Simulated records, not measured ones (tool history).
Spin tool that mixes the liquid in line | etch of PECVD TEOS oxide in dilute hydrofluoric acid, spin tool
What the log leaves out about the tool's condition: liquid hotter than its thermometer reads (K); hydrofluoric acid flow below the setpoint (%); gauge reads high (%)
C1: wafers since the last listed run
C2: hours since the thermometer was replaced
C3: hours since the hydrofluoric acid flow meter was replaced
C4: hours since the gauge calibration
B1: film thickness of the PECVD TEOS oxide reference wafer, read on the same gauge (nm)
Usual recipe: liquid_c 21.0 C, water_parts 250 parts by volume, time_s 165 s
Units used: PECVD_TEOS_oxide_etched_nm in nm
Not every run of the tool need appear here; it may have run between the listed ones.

run 1 hour=0.0 | liquid_c=21.0 water_parts=250 time_s=165 | C1=0 C2=2294.6 C3=860.8 C4=10.0 | B1=140.02 | PECVD_TEOS_oxide_etched_nm=8.10
run 2 hour=38.5 | liquid_c=21.0 water_parts=250 time_s=165 | C1=364 C2=2333.1 C3=899.3 C4=48.5 | B1=140.00 | PECVD_TEOS_oxide_etched_nm=8.18
run 3 hour=51.0 | liquid_c=21.0 water_parts=250 time_s=165 | C1=118 C2=2345.6 C3=911.8 C4=61.0 | B1=139.99 | PECVD_TEOS_oxide_etched_nm=8.12
run 4 hour=64.7 | liquid_c=21.0 water_parts=250 time_s=165 | C1=129 C2=2359.3 C3=925.5 C4=74.7 | B1=139.97 | PECVD_TEOS_oxide_etched_nm=7.98
run 5 hour=73.1 | liquid_c=21.0 water_parts=250 time_s=165 | C1=79 C2=2367.7 C3=933.9 C4=83.1 | B1=140.00 | PECVD_TEOS_oxide_etched_nm=8.02
run 6 hour=90.3 | liquid_c=21.0 water_parts=250 time_s=165 | C1=162 C2=2384.9 C3=951.1 C4=100.3 | B1=139.97 | PECVD_TEOS_oxide_etched_nm=8.06
run 7 hour=99.2 | liquid_c=21.0 water_parts=250 time_s=165 | C1=84 C2=2393.8 C3=960.0 C4=109.2 | B1=140.05 | PECVD_TEOS_oxide_etched_nm=8.04
run 8 hour=107.5 | liquid_c=18.0 water_parts=250 time_s=165 | C1=78 C2=2402.1 C3=968.3 C4=117.5 | B1=140.00 | PECVD_TEOS_oxide_etched_nm=7.16
run 9 hour=118.9 | liquid_c=18.0 water_parts=250 time_s=165 | C1=107 C2=2413.5 C3=979.7 C4=128.9 | B1=139.99 | PECVD_TEOS_oxide_etched_nm=7.12
run 10 hour=125.3 | liquid_c=22.5 water_parts=250 time_s=165 | C1=60 C2=2419.9 C3=986.1 C4=135.3 | B1=139.98 | PECVD_TEOS_oxide_etched_nm=8.36
run 11 hour=148.5 | liquid_c=21.0 water_parts=250 time_s=165 | C1=219 C2=2443.1 C3=1009.3 C4=158.5 | B1=140.01 | PECVD_TEOS_oxide_etched_nm=7.94
-- hour=161.0 gauge calibrated
run 12 hour=166.0 | liquid_c=17.0 water_parts=200 time_s=165 | C1=165 C2=2460.6 C3=1026.8 C4=5.0 | B1=139.97 | PECVD_TEOS_oxide_etched_nm=8.98
run 13 hour=173.3 | liquid_c=18.5 water_parts=295 time_s=205 | C1=69 C2=2467.9 C3=1034.1 C4=12.3 | B1=139.96 | PECVD_TEOS_oxide_etched_nm=7.29
run 14 hour=182.4 | liquid_c=25.0 water_parts=350 time_s=165 | C1=86 C2=2477.0 C3=1043.2 C4=21.4 | B1=140.00 | PECVD_TEOS_oxide_etched_nm=5.82
-- hour=191.8 thermometer replaced
run 15 hour=199.5 | liquid_c=18.0 water_parts=250 time_s=110 | C1=152 C2=7.7 C3=1060.3 C4=38.5 | B1=139.99 | PECVD_TEOS_oxide_etched_nm=4.68
-- hour=207.2 hydrofluoric acid flow meter replaced
run 16 hour=216.6 | liquid_c=17.0 water_parts=200 time_s=165 | C1=152 C2=24.8 C3=9.4 C4=55.6 | B1=140.00 | PECVD_TEOS_oxide_etched_nm=10.47
run 17 hour=223.3 | liquid_c=24.0 water_parts=250 time_s=165 | C1=63 C2=31.5 C3=16.1 C4=62.3 | B1=140.03 | PECVD_TEOS_oxide_etched_nm=10.43
run 18 hour=262.1 | liquid_c=18.5 water_parts=210 time_s=210 | C1=367 C2=70.3 C3=54.9 C4=101.1 | B1=140.02 | PECVD_TEOS_oxide_etched_nm=13.46
run 19 hour=277.1 | liquid_c=18.5 water_parts=250 time_s=240 | C1=142 C2=85.3 C3=69.9 C4=116.1 | B1=140.05 | PECVD_TEOS_oxide_etched_nm=12.27
run 20 hour=286.4 | liquid_c=23.0 water_parts=180 time_s=140 | C1=88 C2=94.6 C3=79.2 C4=125.4 | B1=140.02 | PECVD_TEOS_oxide_etched_nm=12.62
run 21 hour=294.2 | liquid_c=21.0 water_parts=250 time_s=165 | C1=73 C2=102.4 C3=87.0 C4=133.2 | B1=140.00 | PECVD_TEOS_oxide_etched_nm=9.20

Each row is a separate what-if for the run after 21, all from the same tool condition, not one after another. Results?
run A hour=294.7 | liquid_c=19.0 water_parts=250 time_s=165 | C1=4 C2=102.9 C3=87.5 C4=133.7 | B1=? | PECVD_TEOS_oxide_etched_nm=?
run B hour=294.7 | liquid_c=24.5 water_parts=295 time_s=90 | C1=4 C2=102.9 C3=87.5 C4=133.7 | B1=? | PECVD_TEOS_oxide_etched_nm=?
run C hour=294.7 | liquid_c=21.0 water_parts=180 time_s=165 | C1=4 C2=102.9 C3=87.5 C4=133.7 | B1=? | PECVD_TEOS_oxide_etched_nm=?
run D hour=294.7 | liquid_c=25.0 water_parts=185 time_s=210 | C1=4 C2=102.9 C3=87.5 C4=133.7 | B1=? | PECVD_TEOS_oxide_etched_nm=?
run E hour=294.7 | liquid_c=21.0 water_parts=360 time_s=225 | C1=4 C2=102.9 C3=87.5 C4=133.7 | B1=? | PECVD_TEOS_oxide_etched_nm=?

run=A B1=140.02 PECVD_TEOS_oxide_etched_nm=8.51
run=B B1=140.02 PECVD_TEOS_oxide_etched_nm=4.59
run=C B1=140.02 PECVD_TEOS_oxide_etched_nm=13.67
run=D B1=140.02 PECVD_TEOS_oxide_etched_nm=19.57
run=E B1=140.02 PECVD_TEOS_oxide_etched_nm=7.84
Had the tool no hidden state, the same runs would have come out as:
run=A PECVD_TEOS_oxide_etched_nm=8.85
run=B PECVD_TEOS_oxide_etched_nm=4.78
run=C PECVD_TEOS_oxide_etched_nm=14.20
run=D PECVD_TEOS_oxide_etched_nm=20.34
run=E PECVD_TEOS_oxide_etched_nm=8.17
